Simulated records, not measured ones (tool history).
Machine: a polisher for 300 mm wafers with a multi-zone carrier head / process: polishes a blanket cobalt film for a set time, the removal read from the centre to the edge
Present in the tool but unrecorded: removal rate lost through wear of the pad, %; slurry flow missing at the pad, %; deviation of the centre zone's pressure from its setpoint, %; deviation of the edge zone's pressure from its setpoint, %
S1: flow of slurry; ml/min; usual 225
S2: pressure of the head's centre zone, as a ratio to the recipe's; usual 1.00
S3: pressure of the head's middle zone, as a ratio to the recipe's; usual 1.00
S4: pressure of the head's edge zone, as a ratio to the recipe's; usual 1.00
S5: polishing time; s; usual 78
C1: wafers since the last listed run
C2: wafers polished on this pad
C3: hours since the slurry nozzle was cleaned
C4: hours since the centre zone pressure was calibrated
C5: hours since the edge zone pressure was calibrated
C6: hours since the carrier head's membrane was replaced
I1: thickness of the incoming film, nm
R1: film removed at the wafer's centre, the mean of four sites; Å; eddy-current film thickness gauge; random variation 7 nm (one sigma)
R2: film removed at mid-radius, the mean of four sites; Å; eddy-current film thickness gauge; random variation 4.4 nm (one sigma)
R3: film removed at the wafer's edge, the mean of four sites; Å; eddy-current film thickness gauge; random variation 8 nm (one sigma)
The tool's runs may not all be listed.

Run 1, day 0.000: usual settings but S4 1.09; C1 0; C2 986; C3 732.7; C4 1036.7; C5 356.4; C6 479.3; I1 1317.2. Result: R1 5423 Å, R2 5577 Å, R3 5692 Å.
At day 0.221: worn pad replaced by a new one.
Run 2, day 0.358: usual settings; C1 25; C2 18; C3 741.3; C4 1045.3; C5 365.0; C6 487.9; I1 1340.0. Result: R1 5603 Å, R2 5654 Å, R3 5372 Å.
At day 0.425: slurry nozzle cleaned.
Run 3, day 0.792: usual settings; C1 52; C2 70; C3 8.8; C4 1055.7; C5 375.4; C6 498.3; I1 1296.7. Result: R1 5495 Å, R2 5542 Å, R3 5494 Å.
At day 1.388: carrier head's membrane replaced by a new one.
Run 4, day 1.408: usual settings but S1 275 ml/min; C1 54; C2 125; C3 23.6; C4 1070.5; C5 390.2; C6 0.5; I1 1299.7. Result: R1 5718 Å, R2 5681 Å, R3 5518 Å.
Run 5, day 1.604: usual settings but S1 275 ml/min; C1 26; C2 151; C3 28.3; C4 1075.2; C5 394.9; C6 5.2; I1 1323.1. Result: R1 5667 Å, R2 5702 Å, R3 5581 Å.
Run 6, day 2.958: usual settings; C1 180; C2 331; C3 60.8; C4 1107.7; C5 427.4; C6 37.7; I1 1323.6. Result: R1 5623 Å, R2 5541 Å, R3 5487 Å.
Run 7, day 3.208: usual settings; C1 33; C2 364; C3 66.8; C4 1113.7; C5 433.4; C6 43.7; I1 1296.6. Result: R1 5494 Å, R2 5558 Å, R3 5445 Å.
Run 8, day 3.650: usual settings but S1 145 ml/min, S4 1.10; C1 58; C2 423; C3 77.4; C4 1124.3; C5 444.0; C6 54.3; I1 1291.1. Result: R1 5082 Å, R2 5154 Å, R3 5453 Å.
Run 9, day 3.938: usual settings; C1 38; C2 462; C3 84.3; C4 1131.2; C5 450.9; C6 61.2; I1 1302.7. Result: R1 5454 Å, R2 5616 Å, R3 5508 Å.
Run 10, day 4.662: usual settings but S5 58 s; C1 96; C2 558; C3 101.7; C4 1148.6; C5 468.3; C6 78.6; I1 1302.6. Result: R1 4138 Å, R2 4126 Å, R3 4015 Å.
Run 11, day 5.367: usual settings but S2 0.94, S5 97 s; C1 93; C2 652; C3 118.6; C4 1165.5; C5 485.2; C6 95.5; I1 1312.0. Result: R1 6534 Å, R2 6996 Å, R3 6989 Å.
Run 12, day 6.033: usual settings; C1 88; C2 741; C3 134.6; C4 1181.5; C5 501.2; C6 111.5; I1 1298.2. Result: R1 5648 Å, R2 5603 Å, R3 5335 Å.
Run 13, day 6.454: usual settings but S3 1.05; C1 56; C2 797; C3 144.7; C4 1191.6; C5 511.3; C6 121.6; I1 1314.5. Result: R1 5654 Å, R2 5808 Å, R3 5444 Å.
Run 14, day 6.954: usual settings; C1 66; C2 864; C3 156.7; C4 1203.6; C5 523.3; C6 133.6; I1 1309.1. Result: R1 5546 Å, R2 5529 Å, R3 5461 Å.
At day 7.133: centre zone pressure recalibrated.
At day 7.258: edge zone pressure recalibrated.
Run 15, day 7.517: usual settings; C1 52; C2 916; C3 170.2; C4 9.2; C5 6.2; C6 147.1; I1 1300.0. Result: R1 5638 Å, R2 5607 Å, R3 5352 Å.
Run 16, day 7.783: usual settings but S1 260 ml/min, S4 1.03, S5 99 s; C1 35; C2 952; C3 176.6; C4 15.6; C5 12.6; C6 153.5; I1 1308.9. Result: R1 7385 Å, R2 7179 Å, R3 7074 Å.
At day 8.488: worn pad replaced by a new one.
Run 17, day 8.508: usual settings but S1 200 ml/min, S4 0.92; C1 74; C2 2; C3 194.0; C4 33.0; C5 30.0; C6 170.9; I1 1283.8. Result: R1 5502 Å, R2 5411 Å, R3 5174 Å.
Run 18, day 8.904: usual settings but S1 255 ml/min, S3 0.90, S4 1.08, S5 71 s; C1 52; C2 55; C3 203.5; C4 42.5; C5 39.5; C6 180.4; I1 1289.2. Result: R1 5131 Å, R2 4670 Å, R3 5371 Å.
Run 19, day 9.233: usual settings but S5 101 s; C1 43; C2 99; C3 211.4; C4 50.4; C5 47.4; C6 188.3; I1 1303.8. Result: R1 7302 Å, R2 7202 Å, R3 7217 Å.
Run 20, day 9.925: usual settings but S1 160 ml/min; C1 92; C2 191; C3 228.0; C4 67.0; C5 64.0; C6 204.9; I1 1314.7. Result: R1 5237 Å, R2 5279 Å, R3 5196 Å.
Run 21, day 10.488: usual settings; C1 74; C2 266; C3 241.5; C4 80.5; C5 77.5; C6 218.4; I1 1308.0. Result: R1 5598 Å, R2 5666 Å, R3 5472 Å.
Run 22, day 10.904: usual settings but S1 255 ml/min, S3 0.90, S4 1.08, S5 71 s; C1 55; C2 321; C3 251.5; C4 90.5; C5 87.5; C6 228.4; I1 1302.9. Result: R1 5171 Å, R2 4803 Å, R3 5152 Å.
Run 23, day 11.233: usual settings but S5 101 s; C1 43; C2 365; C3 259.4; C4 98.4; C5 95.4; C6 236.3; I1 1311.6. Result: R1 7339 Å, R2 7297 Å, R3 7070 Å.

What if the next run were any one of these 3? Each begins from the tool's condition after run 23:
Run A, day 11.254: usual settings; C1 2; C2 368; C3 259.9; C4 98.9; C5 95.9; C6 236.8; I1 1323.0. Result: R1 ?, R2 ?, R3 ?.
Run B, day 11.254: usual settings but S2 0.92, S4 1.09, S5 103 s; C1 2; C2 368; C3 259.9; C4 98.9; C5 95.9; C6 236.8; I1 1323.0. Result: R1 ?, R2 ?, R3 ?.
Run C, day 11.254: usual settings but S1 205 ml/min, S4 0.95, S5 60 s; C1 2; C2 368; C3 259.9; C4 98.9; C5 95.9; C6 236.8; I1 1323.0. Result: R1 ?, R2 ?, R3 ?.

run    R1    R2    R3
  A  5497  5532  5451
  B  6674  7308  7510
  C  4167  4200  4051
Take away the tool's hidden state, keep each run's random variation, and the runs would have read:
run    R1    R2    R3
  A  5497  5532  5451
  B  6674  7308  7510
  C  4167  4200  4051
